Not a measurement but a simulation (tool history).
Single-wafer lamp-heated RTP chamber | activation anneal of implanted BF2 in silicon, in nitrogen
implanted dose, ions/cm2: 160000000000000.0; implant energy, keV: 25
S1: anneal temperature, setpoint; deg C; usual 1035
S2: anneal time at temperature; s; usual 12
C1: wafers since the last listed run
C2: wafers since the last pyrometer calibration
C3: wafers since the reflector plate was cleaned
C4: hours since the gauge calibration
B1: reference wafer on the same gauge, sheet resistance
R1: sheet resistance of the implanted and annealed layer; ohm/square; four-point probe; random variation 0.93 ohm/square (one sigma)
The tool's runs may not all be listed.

run   hour    S1  S2    C1    C2     C3     C4      B1      R1
  1    0.0  1035  10     0  4441   4882   71.5  577.25  621.92
  2   68.5  1035  10  1279  5721   6162  140.0  577.35  622.28
  3   94.9  1035  12   493  6214   6655  166.4  576.66  621.65
  4  160.6  1035  12  1227  7442   7882  232.1  576.66  617.81
  5  208.9  1035  12   902  8344   8785  280.4  576.30  619.50
     226.0  -- pyrometer window cleaned and pyrometer calibrated
  6  278.1  1035  12  1143   973   9928  349.6  575.52  619.62
  7  325.6  1035  12   887  1861  10816  397.1  576.06  620.77
  8  350.9  1035  12   472  2334  11288  422.4  575.96  618.21
  9  412.0  1035   7  1141  3475  12430  483.5  575.92  621.41
 10  437.7  1020  10   480  3955  12910  509.2  575.31  621.09
 11  462.1  1020  10   455  4411  13366  533.6  574.86  621.89
 12  509.7  1020  10   889  5300  14255  581.2  574.37  620.06
 13  560.7  1035  12   952  6253  15208  632.2  574.28  618.36
     577.0  -- reflector plate cleaned
 14  617.7  1035  12   915  7169    761  689.2  573.64  617.07
 15  677.5  1035  12  1117  8286   1878  749.0  572.98  617.49
 16  704.4  1035  12   502  8789   2380  775.9  572.08  616.28
     737.3  -- pyrometer window cleaned and pyrometer calibrated
 17  761.3  1051  12   913   449   3294  832.8  572.05  614.31
 18  788.2  1035  12   502   951   3797  859.7  571.69  614.70
 19  834.0  1035  18   855  1807   4652  905.5  570.92  610.64

Run 20 comes next. What will it give?
     891.5  -- gauge calibrated
 20  900.7  1017  16  1246  3053  5898  9.2   ?   ?

Run 20 gave B1 576.19, R1 620.07 ohm/square.
Without the tool's hidden state the same run would have given R1 620.80 ohm/square.
